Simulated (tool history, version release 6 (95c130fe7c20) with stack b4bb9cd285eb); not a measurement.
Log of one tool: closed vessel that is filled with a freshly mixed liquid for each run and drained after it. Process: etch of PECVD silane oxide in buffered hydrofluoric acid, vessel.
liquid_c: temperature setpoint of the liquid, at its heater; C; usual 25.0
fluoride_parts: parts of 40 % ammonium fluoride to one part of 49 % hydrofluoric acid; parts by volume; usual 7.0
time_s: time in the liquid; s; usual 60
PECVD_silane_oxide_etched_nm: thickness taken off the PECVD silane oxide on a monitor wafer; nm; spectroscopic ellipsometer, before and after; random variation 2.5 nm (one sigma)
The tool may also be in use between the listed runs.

run    hour  liquid_c  fluoride_parts  time_s  read-back film thickness of the PECVD silane oxide reference wafer, read on the same gauge (nm)  PECVD_silane_oxide_etched_nm
  1     0.0      25.0             7.0      60                                                                                            89.99                        375.41
  2    64.5      25.0             7.0      60                                                                                            89.98                        379.29
  3   243.0      25.0             7.0      60                                                                                            89.99                        376.16
  4   282.0      26.5             7.0      60                                                                                            90.00                        407.98
  5   339.9      26.5             7.0      60                                                                                            90.00                        413.40
  6   478.3      26.5             7.0      60                                                                                            90.05                        412.34
      528.0  -- thermometer replaced
  7   528.8      25.0             7.0      80                                                                                            90.01                        540.69
      543.9  -- hydrofluoric acid flow meter replaced
  8   589.2      25.0             7.0      80                                                                                            90.00                        505.23
      640.1  -- gauge calibrated
  9   644.1      25.0             7.0      60                                                                                            90.00                        382.94
 10   690.3      25.0             7.0      60                                                                                            90.03                        380.30
 11   762.3      28.0             7.0      70                                                                                            89.98                        521.37
 12   825.8      25.0             7.0      75                                                                                            90.02                        475.21
 13   877.8      25.0             7.0      75                                                                                            90.01                        478.11
 14   932.0      22.5             9.5      60                                                                                            89.99                        240.77
 15   985.6      27.5             7.0      80                                                                                            89.97                        586.02
 16  1045.8      25.0             7.0      35                                                                                            89.98                        219.55
     1097.0  -- hydrofluoric acid flow meter replaced
 17  1114.8      25.0             7.0      60                                                                                            90.03                        369.27
 18  1181.3      25.0             7.0      90                                                                                            89.99                        547.05
 19  1243.5      23.0             5.5      80                                                                                            89.98                        538.17
 20  1304.0      25.0             5.5      60                                                                                            89.99                        455.70
 21  1350.1      25.0             7.0      60                                                                                            89.99                        371.53
 22  1391.4      22.5            10.0      60                                                                                            90.00                        227.78
 23  1422.3      29.0            10.0      85                                                                                            89.97                        459.42
     1424.6  -- thermometer replaced
 24  1457.8      22.0             7.0      60                                                                                            90.01                        335.82
     1497.2  -- gauge calibrated
 25  1512.4      28.5             7.0      60                                                                                            89.99                        471.52
 26  1576.9      29.0             5.0      35                                                                                            90.01                        377.90
 27  1607.3      28.5             9.0      45                                                                                            90.05                        275.95

Forecast each of these 5 alternatives for the next run:
  A  1608.0      25.0             7.0      70                                                                                                ?                             ?
  B  1608.0      25.0             8.5      60                                                                                                ?                             ?
  C  1608.0      25.0             7.0      40                                                                                                ?                             ?
  D  1608.0      23.0             7.0      75                                                                                                ?                             ?
  E  1608.0      21.5             7.0      40                                                                                                ?                             ?

run  read-back film thickness of the PECVD silane oxide reference wafer, read on the same gauge (nm)  PECVD_silane_oxide_etched_nm
  A                                                                                            89.97                        459.11
  B                                                                                            89.97                        323.00
  C                                                                                            89.97                        262.35
  D                                                                                            89.97                        441.06
  E                                                                                            89.97                        216.54
Without the tool's hidden state the same runs would have given:
run  PECVD_silane_oxide_etched_nm
  A                        444.81
  B                        309.08
  C                        254.18
  D                        427.42
  E                        209.88

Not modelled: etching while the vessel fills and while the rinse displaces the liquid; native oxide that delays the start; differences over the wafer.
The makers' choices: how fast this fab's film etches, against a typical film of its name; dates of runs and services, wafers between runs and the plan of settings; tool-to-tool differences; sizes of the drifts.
